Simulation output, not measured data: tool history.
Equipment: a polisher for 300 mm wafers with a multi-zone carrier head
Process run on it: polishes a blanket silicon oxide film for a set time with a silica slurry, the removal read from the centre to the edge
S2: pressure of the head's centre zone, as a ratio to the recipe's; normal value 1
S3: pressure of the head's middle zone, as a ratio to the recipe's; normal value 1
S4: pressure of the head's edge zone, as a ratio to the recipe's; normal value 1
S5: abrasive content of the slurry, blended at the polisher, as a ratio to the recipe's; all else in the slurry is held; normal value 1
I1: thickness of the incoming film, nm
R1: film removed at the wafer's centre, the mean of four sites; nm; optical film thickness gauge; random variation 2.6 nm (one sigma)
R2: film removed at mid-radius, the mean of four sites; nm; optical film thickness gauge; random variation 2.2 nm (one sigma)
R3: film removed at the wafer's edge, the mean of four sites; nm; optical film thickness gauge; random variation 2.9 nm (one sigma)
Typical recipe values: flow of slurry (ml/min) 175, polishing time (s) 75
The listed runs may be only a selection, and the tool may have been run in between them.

Run 1, hour 0: usual settings; I1 1467.3. Result: R1 278.2 nm, R2 272.8 nm, R3 268.3 nm.
Run 2, hour 8.3: usual settings; I1 1471.7. Result: R1 274.2 nm, R2 274.8 nm, R3 264.6 nm.
Run 3, hour 24.4: usual settings but S3 0.96; I1 1466.3. Result: R1 272.1 nm, R2 268.4 nm, R3 271.4 nm.
Run 4, hour 36.8: usual settings; I1 1477.9. Result: R1 277.3 nm, R2 276.2 nm, R3 270.2 nm.
Run 5, hour 47.9: usual settings; I1 1495.2. Result: R1 276.9 nm, R2 272.3 nm, R3 271.2 nm.
Run 6, hour 65.3: usual settings but S5 0.8; I1 1482.9. Result: R1 247.3 nm, R2 246.7 nm, R3 231.8 nm.
Run 7, hour 81.4: usual settings but polishing time (s) 81; I1 1463.4. Result: R1 297.2 nm, R2 300.2 nm, R3 288.1 nm.
Run 8, hour 88.1: usual settings but S2 0.97; I1 1487.5. Result: R1 266.1 nm, R2 277.5 nm, R3 262.1 nm.
At hour 92: slurry nozzle cleaned.
Run 9, hour 101.6: usual settings; I1 1494.3. Result: R1 270.5 nm, R2 276.4 nm, R3 270.9 nm.
Run 10, hour 114.3: usual settings; I1 1481.7. Result: R1 275.8 nm, R2 278.6 nm, R3 268.3 nm.
At hour 119.7: worn pad replaced by a new one.
Run 11, hour 124.5: usual settings; I1 1489.9. Result: R1 276.9 nm, R2 275.4 nm, R3 265.2 nm.
Run 12, hour 131.5: usual settings but S5 0.7; I1 1506. Result: R1 227.3 nm, R2 229.7 nm, R3 222.5 nm.
Run 13, hour 141.8: usual settings; I1 1465.7. Result: R1 277.7 nm, R2 277.1 nm, R3 264.8 nm.
Run 14, hour 150.8: usual settings but S2 0.9, polishing time (s) 56; I1 1480.2. Result: R1 183.8 nm, R2 204 nm, R3 194.6 nm.
At hour 155.1: edge zone pressure recalibrated.
Run 15, hour 165.5: usual settings but flow of slurry (ml/min) 140, S2 1.03, S3 0.91, polishing time (s) 87; I1 1481.6. Result: R1 313.1 nm, R2 287.6 nm, R3 301.8 nm.
At hour 172.9: carrier head's membrane replaced by a new one.
Run 16, hour 176.9: usual settings but S5 0.9, polishing time (s) 62; I1 1480.6. Result: R1 213.2 nm, R2 219.4 nm, R3 211.1 nm.
At hour 181.2: centre zone pressure recalibrated.
Run 17, hour 194.5: usual settings but S4 0.89; I1 1456.2. Result: R1 274.6 nm, R2 275.8 nm, R3 251.2 nm.
Run 18, hour 211.9: usual settings but flow of slurry (ml/min) 130, S5 0.9; I1 1485.5. Result: R1 241.7 nm, R2 244.9 nm, R3 244.1 nm.
Run 19, hour 221.5: usual settings but flow of slurry (ml/min) 140, S4 1.07; I1 1494.3. Result: R1 257.6 nm, R2 262.3 nm, R3 266.1 nm.
At hour 230.9: worn pad replaced by a new one.
Run 20, hour 238.8: usual settings but S2 0.97; I1 1472.5. Result: R1 267.1 nm, R2 275.8 nm, R3 266.9 nm.
Run 21, hour 245.8: usual settings but S2 1.04, polishing time (s) 88; I1 1496.3. Result: R1 337.2 nm, R2 327.9 nm, R3 313.6 nm.
Run 22, hour 256.9: usual settings but flow of slurry (ml/min) 115; I1 1456.6. Result: R1 243.8 nm, R2 247.6 nm, R3 244.9 nm.
Run 23, hour 264.1: usual settings but flow of slurry (ml/min) 220; I1 1496.3. Result: R1 287.1 nm, R2 287 nm, R3 272.2 nm.

Branching from run 23: 3 alternative next runs. What would each branch give?
Run A, hour 264.5: usual settings; I1 1461.6. Result: R1 ?, R2 ?, R3 ?.
Run B, hour 264.5: usual settings but flow of slurry (ml/min) 125, S2 1.11, S3 1.05, S4 1.06; I1 1461.6. Result: R1 ?, R2 ?, R3 ?.
Run C, hour 264.5: usual settings but S3 1.06, polishing time (s) 88; I1 1461.6. Result: R1 ?, R2 ?, R3 ?.

run     R1     R2     R3
  A  271.4  275.1  270.2
  B  278.4  264.2  264.2
  C  318.6  334.9  316.9
Take away the tool's hidden state, keep each run's random variation, and the runs would have read:
run     R1     R2     R3
  A  271.4  275.1  270.2
  B  278.4  264.2  264.2
  C  318.6  334.9  316.9
